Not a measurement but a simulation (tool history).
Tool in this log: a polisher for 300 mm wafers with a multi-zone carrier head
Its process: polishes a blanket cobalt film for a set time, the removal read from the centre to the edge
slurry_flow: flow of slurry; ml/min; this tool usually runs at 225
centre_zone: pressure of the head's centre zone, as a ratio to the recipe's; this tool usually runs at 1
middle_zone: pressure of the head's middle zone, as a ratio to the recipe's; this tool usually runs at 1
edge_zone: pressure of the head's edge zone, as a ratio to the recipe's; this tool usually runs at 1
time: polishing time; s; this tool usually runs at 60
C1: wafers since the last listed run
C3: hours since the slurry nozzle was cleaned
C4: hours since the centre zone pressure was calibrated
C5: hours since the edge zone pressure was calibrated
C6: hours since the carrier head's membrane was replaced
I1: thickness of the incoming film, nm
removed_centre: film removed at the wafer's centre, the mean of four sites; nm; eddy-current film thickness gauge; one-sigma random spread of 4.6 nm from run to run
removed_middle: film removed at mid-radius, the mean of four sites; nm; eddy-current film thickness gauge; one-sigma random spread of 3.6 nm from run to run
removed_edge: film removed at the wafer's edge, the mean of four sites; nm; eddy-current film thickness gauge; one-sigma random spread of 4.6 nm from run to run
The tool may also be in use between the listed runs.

Run 1, hour 0: usual settings but centre_zone 0.93; C1 0; wafers polished on this pad 3; C3 575.6; C4 1157.9; C5 1032; C6 2012.8; I1 844.9. Result: removed_centre 260.5 nm, removed_middle 284 nm, removed_edge 294.2 nm.
Run 2, hour 8.2: usual settings; C1 54; wafers polished on this pad 58; C3 583.8; C4 1166.1; C5 1040.2; C6 2021; I1 834.2. Result: removed_centre 278.2 nm, removed_middle 280.5 nm, removed_edge 299.3 nm.
At hour 18.2: edge zone pressure recalibrated.
At hour 20.1: carrier head's membrane replaced by a new one.
Run 3, hour 26: usual settings; C1 93; wafers polished on this pad 151; C3 601.6; C4 1183.9; C5 7.8; C6 5.9; I1 838.2. Result: removed_centre 282.6 nm, removed_middle 280.8 nm, removed_edge 291.4 nm.
At hour 28.2: slurry nozzle cleaned.
Run 4, hour 39.3: usual settings; C1 82; wafers polished on this pad 234; C3 11.1; C4 1197.2; C5 21.1; C6 19.2; I1 833.8. Result: removed_centre 301.1 nm, removed_middle 313.7 nm, removed_edge 312.7 nm.
Run 5, hour 50.5: usual settings; C1 75; wafers polished on this pad 309; C3 22.3; C4 1208.4; C5 32.3; C6 30.4; I1 848.8. Result: removed_centre 313.2 nm, removed_middle 317.4 nm, removed_edge 321.2 nm.
Run 6, hour 67.1: usual settings; C1 111; wafers polished on this pad 420; C3 38.9; C4 1225; C5 48.9; C6 47; I1 844.9. Result: removed_centre 314.9 nm, removed_middle 304.1 nm, removed_edge 310.9 nm.
Run 7, hour 111.5: usual settings; C1 297; wafers polished on this pad 717; C3 83.3; C4 1269.4; C5 93.3; C6 91.4; I1 857.3. Result: removed_centre 309.9 nm, removed_middle 307.9 nm, removed_edge 311.9 nm.
Run 8, hour 117.6: usual settings but slurry_flow 285 ml/min; C1 40; wafers polished on this pad 758; C3 89.4; C4 1275.5; C5 99.4; C6 97.5; I1 838.1. Result: removed_centre 319.7 nm, removed_middle 317.6 nm, removed_edge 316.4 nm.
Run 9, hour 126.3: usual settings but slurry_flow 195 ml/min, time 70 s; C1 58; wafers polished on this pad 817; C3 98.1; C4 1284.2; C5 108.1; C6 106.2; I1 836.2. Result: removed_centre 346.5 nm, removed_middle 343.6 nm, removed_edge 355.9 nm.
Run 10, hour 132.8: usual settings but centre_zone 0.92, middle_zone 0.95, edge_zone 1.06, time 67 s; C1 43; wafers polished on this pad 860; C3 104.6; C4 1290.7; C5 114.6; C6 112.7; I1 841.8. Result: removed_centre 312.8 nm, removed_middle 328.1 nm, removed_edge 345.4 nm.
Run 11, hour 146.8: usual settings but centre_zone 0.93, middle_zone 0.96; C1 93; wafers polished on this pad 954; C3 118.6; C4 1304.7; C5 128.6; C6 126.7; I1 841.4. Result: removed_centre 279.9 nm, removed_middle 291.1 nm, removed_edge 314.6 nm.
Run 12, hour 157.2: usual settings but slurry_flow 150 ml/min, edge_zone 1.06, time 40 s; C1 69; wafers polished on this pad 1024; C3 129; C4 1315.1; C5 139; C6 137.1; I1 851.7. Result: removed_centre 175.9 nm, removed_middle 182 nm, removed_edge 195.3 nm.
Run 13, hour 164.7: usual settings but time 80 s; C1 50; wafers polished on this pad 1074; C3 136.5; C4 1322.6; C5 146.5; C6 144.6; I1 866. Result: removed_centre 391.1 nm, removed_middle 396.3 nm, removed_edge 410.4 nm.
At hour 173.2: worn pad replaced by a new one.
Run 14, hour 178.9: usual settings but time 79 s; C1 68; wafers polished on this pad 38; C3 150.7; C4 1336.8; C5 160.7; C6 158.8; I1 861.3. Result: removed_centre 389.2 nm, removed_middle 400.4 nm, removed_edge 408.3 nm.
At hour 187.6: centre zone pressure recalibrated.
Run 15, hour 192.5: usual settings but slurry_flow 280 ml/min; C1 77; wafers polished on this pad 115; C3 164.3; C4 4.9; C5 174.3; C6 172.4; I1 852.9. Result: removed_centre 317.6 nm, removed_middle 313.4 nm, removed_edge 312.1 nm.
Run 16, hour 198.9: usual settings but edge_zone 0.96; C1 42; wafers polished on this pad 158; C3 170.7; C4 11.3; C5 180.7; C6 178.8; I1 844.5. Result: removed_centre 298 nm, removed_middle 299.9 nm, removed_edge 305 nm.
Run 17, hour 215.1: usual settings; C1 108; wafers polished on this pad 267; C3 186.9; C4 27.5; C5 196.9; C6 195; I1 850.3. Result: removed_centre 298 nm, removed_middle 290.7 nm, removed_edge 307.8 nm.
Run 18, hour 229.6: usual settings; C1 97; wafers polished on this pad 364; C3 201.4; C4 42; C5 211.4; C6 209.5; I1 845. Result: removed_centre 295.3 nm, removed_middle 296.1 nm, removed_edge 305.6 nm.
Run 19, hour 246.3: usual settings; C1 111; wafers polished on this pad 476; C3 218.1; C4 58.7; C5 228.1; C6 226.2; I1 848.1. Result: removed_centre 294.7 nm, removed_middle 294.1 nm, removed_edge 299.7 nm.
Run 20, hour 252.9: usual settings but slurry_flow 275 ml/min, centre_zone 1.08, middle_zone 1.05, time 51 s; C1 44; wafers polished on this pad 520; C3 224.7; C4 65.3; C5 234.7; C6 232.8; I1 842.9. Result: removed_centre 277.3 nm, removed_middle 274.7 nm, removed_edge 264.6 nm.
Run 21, hour 260.9: usual settings but centre_zone 0.93, time 78 s; C1 53; wafers polished on this pad 574; C3 232.7; C4 73.3; C5 242.7; C6 240.8; I1 847.8. Result: removed_centre 361 nm, removed_middle 386.4 nm, removed_edge 389 nm.
Run 22, hour 268.6: usual settings but centre_zone 1.08; C1 51; wafers polished on this pad 625; C3 240.4; C4 81; C5 250.4; C6 248.5; I1 841.5. Result: removed_centre 307.8 nm, removed_middle 295.5 nm, removed_edge 296.1 nm.

Consider 4 possible next runs. They are alternatives, not a sequence: every one starts from the tool as it was left by run 22. What does each give?
Run A, hour 269: usual settings but time 65 s; C1 2; wafers polished on this pad 628; C3 240.8; C4 81.4; C5 250.8; C6 248.9; I1 845.2. Result: removed_centre ?, removed_middle ?, removed_edge ?.
Run B, hour 269: usual settings but slurry_flow 190 ml/min, edge_zone 1.08; C1 2; wafers polished on this pad 628; C3 240.8; C4 81.4; C5 250.8; C6 248.9; I1 845.2. Result: removed_centre ?, removed_middle ?, removed_edge ?.
Run C, hour 269: usual settings but slurry_flow 185 ml/min, edge_zone 1.1, time 66 s; C1 2; wafers polished on this pad 628; C3 240.8; C4 81.4; C5 250.8; C6 248.9; I1 845.2. Result: removed_centre ?, removed_middle ?, removed_edge ?.
Run D, hour 269: usual settings but slurry_flow 155 ml/min, time 77 s; C1 2; wafers polished on this pad 628; C3 240.8; C4 81.4; C5 250.8; C6 248.9; I1 845.2. Result: removed_centre ?, removed_middle ?, removed_edge ?.

run  removed_centre  removed_middle  removed_edge
  A           322.3           316.4         332.5
  B           283.8             280         309.5
  C           309.6           305.8         341.9
  D           338.9           337.6         366.4
Had the tool no hidden state, the same runs would have come out as:
run  removed_centre  removed_middle  removed_edge
  A             351           341.4         351.7
  B           314.5           306.8         330.5
  C           344.1           335.9         365.6
  D           385.8           378.2         396.5

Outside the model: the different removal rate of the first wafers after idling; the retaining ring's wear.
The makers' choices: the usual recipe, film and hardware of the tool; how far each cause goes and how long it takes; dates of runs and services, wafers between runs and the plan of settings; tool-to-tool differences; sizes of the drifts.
